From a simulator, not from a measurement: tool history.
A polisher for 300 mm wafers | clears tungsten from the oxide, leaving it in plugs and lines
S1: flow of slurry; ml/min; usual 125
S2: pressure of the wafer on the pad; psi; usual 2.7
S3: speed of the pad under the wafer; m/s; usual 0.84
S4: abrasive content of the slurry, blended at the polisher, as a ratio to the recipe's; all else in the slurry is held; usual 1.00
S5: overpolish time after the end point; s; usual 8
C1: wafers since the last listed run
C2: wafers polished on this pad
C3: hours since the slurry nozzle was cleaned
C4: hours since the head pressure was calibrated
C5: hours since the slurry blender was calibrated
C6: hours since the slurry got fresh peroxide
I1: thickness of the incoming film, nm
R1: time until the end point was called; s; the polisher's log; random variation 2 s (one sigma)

Run 1, day 0.000: usual settings but S1 105 ml/min; C1 0; C2 2907; C3 292.7; C4 575.6; C5 102.0; C6 319.0; I1 315.6. Result: R1 146.6 s.
At day 0.396: worn pad replaced by a new one.
Run 2, day 4.283: usual settings; C1 707; C2 667; C3 395.5; C4 678.4; C5 204.8; C6 421.8; I1 315.6. Result: R1 128.0 s.
At day 4.667: slurry tank refilled with fresh slurry and peroxide.
Run 3, day 6.825: usual settings; C1 429; C2 1097; C3 456.5; C4 739.4; C5 265.8; C6 51.8; I1 311.5. Result: R1 128.2 s.
Run 4, day 10.204: usual settings; C1 580; C2 1678; C3 537.6; C4 820.5; C5 346.9; C6 132.9; I1 318.6. Result: R1 137.6 s.
At day 10.408: slurry nozzle cleaned.
At day 12.129: slurry blender recalibrated.
Run 5, day 14.038: usual settings; C1 637; C2 2315; C3 87.1; C4 912.5; C5 45.8; C6 224.9; I1 312.1. Result: R1 140.4 s.
Run 6, day 18.508: usual settings; C1 768; C2 3083; C3 194.4; C4 1019.8; C5 153.1; C6 332.2; I1 311.4. Result: R1 142.6 s.
At day 19.767: worn pad replaced by a new one.
At day 21.562: slurry tank refilled with fresh slurry and peroxide.
Run 7, day 22.571: usual settings; C1 662; C2 474; C3 291.9; C4 1117.3; C5 250.6; C6 24.2; I1 310.7. Result: R1 123.4 s.
Run 8, day 24.483: usual settings; C1 328; C2 803; C3 337.8; C4 1163.2; C5 296.5; C6 70.1; I1 316.6. Result: R1 127.8 s.
Run 9, day 28.292: usual settings; C1 654; C2 1457; C3 429.2; C4 1254.6; C5 387.9; C6 161.5; I1 317.0. Result: R1 131.9 s.
At day 31.150: slurry blender recalibrated.
At day 31.971: slurry nozzle cleaned.
At day 33.712: head pressure recalibrated.
Run 10, day 34.604: usual settings but S1 150 ml/min; C1 1048; C2 2506; C3 63.2; C4 21.4; C5 82.9; C6 313.0; I1 314.3. Result: R1 134.6 s.
At day 36.062: worn pad replaced by a new one.
Run 11, day 38.088: usual settings but S5 9 s; C1 569; C2 347; C3 146.8; C4 105.0; C5 166.5; C6 396.6; I1 319.5. Result: R1 130.7 s.
At day 40.371: slurry tank refilled with fresh slurry and peroxide.
Run 12, day 43.367: usual settings but S5 9 s; C1 900; C2 1247; C3 273.5; C4 231.7; C5 293.2; C6 71.9; I1 316.1. Result: R1 127.3 s.
Run 13, day 45.433: usual settings but S5 9 s; C1 355; C2 1602; C3 323.1; C4 281.3; C5 342.8; C6 121.5; I1 314.0. Result: R1 133.2 s.
At day 46.858: slurry blender recalibrated.
Run 14, day 48.346: usual settings but S3 0.92 m/s, S5 5 s; C1 486; C2 2089; C3 393.0; C4 351.2; C5 35.7; C6 191.4; I1 314.2. Result: R1 127.8 s.
At day 51.038: worn pad replaced by a new one.
Run 15, day 52.504: usual settings but S1 150 ml/min, S3 1.02 m/s; C1 685; C2 252; C3 492.8; C4 451.0; C5 135.5; C6 291.2; I1 313.7. Result: R1 106.3 s.
Run 16, day 56.150: usual settings but S3 0.94 m/s, S4 1.25; C1 626; C2 878; C3 580.3; C4 538.5; C5 223.0; C6 378.7; I1 317.7. Result: R1 111.1 s.
At day 57.062: slurry tank refilled with fresh slurry and peroxide.
Run 17, day 58.954: usual settings but S5 9 s; C1 474; C2 1353; C3 647.6; C4 605.8; C5 290.3; C6 45.4; I1 315.2. Result: R1 129.9 s.
At day 59.104: slurry nozzle cleaned.
Run 18, day 61.121: usual settings but S3 1.10 m/s, S5 12 s; C1 365; C2 1718; C3 48.4; C4 657.8; C5 342.3; C6 97.4; I1 308.5. Result: R1 106.1 s.
Run 19, day 63.121: usual settings but S3 1.12 m/s, S5 5 s; C1 343; C2 2062; C3 96.4; C4 705.8; C5 390.3; C6 145.4; I1 310.8. Result: R1 109.3 s.
At day 64.183: slurry blender recalibrated.
Run 20, day 65.671: usual settings but S5 6 s; C1 423; C2 2486; C3 157.6; C4 767.0; C5 35.7; C6 206.6; I1 312.9. Result: R1 137.7 s.
At day 66.817: worn pad replaced by a new one.
Run 21, day 67.788: usual settings but S3 0.92 m/s; C1 335; C2 166; C3 208.4; C4 817.8; C5 86.5; C6 257.4; I1 309.5. Result: R1 115.8 s.
Run 22, day 72.233: usual settings; C1 764; C2 930; C3 315.1; C4 924.5; C5 193.2; C6 364.1; I1 308.7. Result: R1 127.8 s.
Run 23, day 75.771: usual settings; C1 607; C2 1538; C3 400.0; C4 1009.4; C5 278.1; C6 449.0; I1 317.6. Result: R1 135.6 s.
At day 75.954: slurry tank refilled with fresh slurry and peroxide.
Run 24, day 79.921: usual settings but S1 105 ml/min, S4 0.80, S5 9 s; C1 706; C2 2244; C3 499.6; C4 1109.0; C5 377.7; C6 95.2; I1 316.8. Result: R1 154.2 s.
Run 25, day 84.067: usual settings; C1 712; C2 2957; C3 599.1; C4 1208.5; C5 477.2; C6 194.7; I1 320.7. Result: R1 143.4 s.
At day 84.129: slurry nozzle cleaned.
At day 84.192: slurry blender recalibrated.
At day 85.700: worn pad replaced by a new one.
Run 26, day 87.171: usual settings but S1 100 ml/min, S5 5 s; C1 487; C2 253; C3 73.0; C4 1283.0; C5 71.5; C6 269.2; I1 313.8. Result: R1 131.1 s.

Forecast each of these 3 alternatives for the next run:
Run A, day 87.192: usual settings; C1 3; C2 256; C3 73.5; C4 1283.5; C5 72.0; C6 269.7; I1 309.2. Result: R1 ?.
Run B, day 87.192: usual settings but S4 1.25; C1 3; C2 256; C3 73.5; C4 1283.5; C5 72.0; C6 269.7; I1 309.2. Result: R1 ?.
Run C, day 87.192: usual settings but S1 145 ml/min, S2 2.0 psi, S3 0.58 m/s; C1 3; C2 256; C3 73.5; C4 1283.5; C5 72.0; C6 269.7; I1 309.2. Result: R1 ?.

run     R1
  A  124.5
  B  116.8
  C  207.0
Without the tool's hidden state the same runs would have given:
run     R1
  A  121.7
  B  114.1
  C  202.3
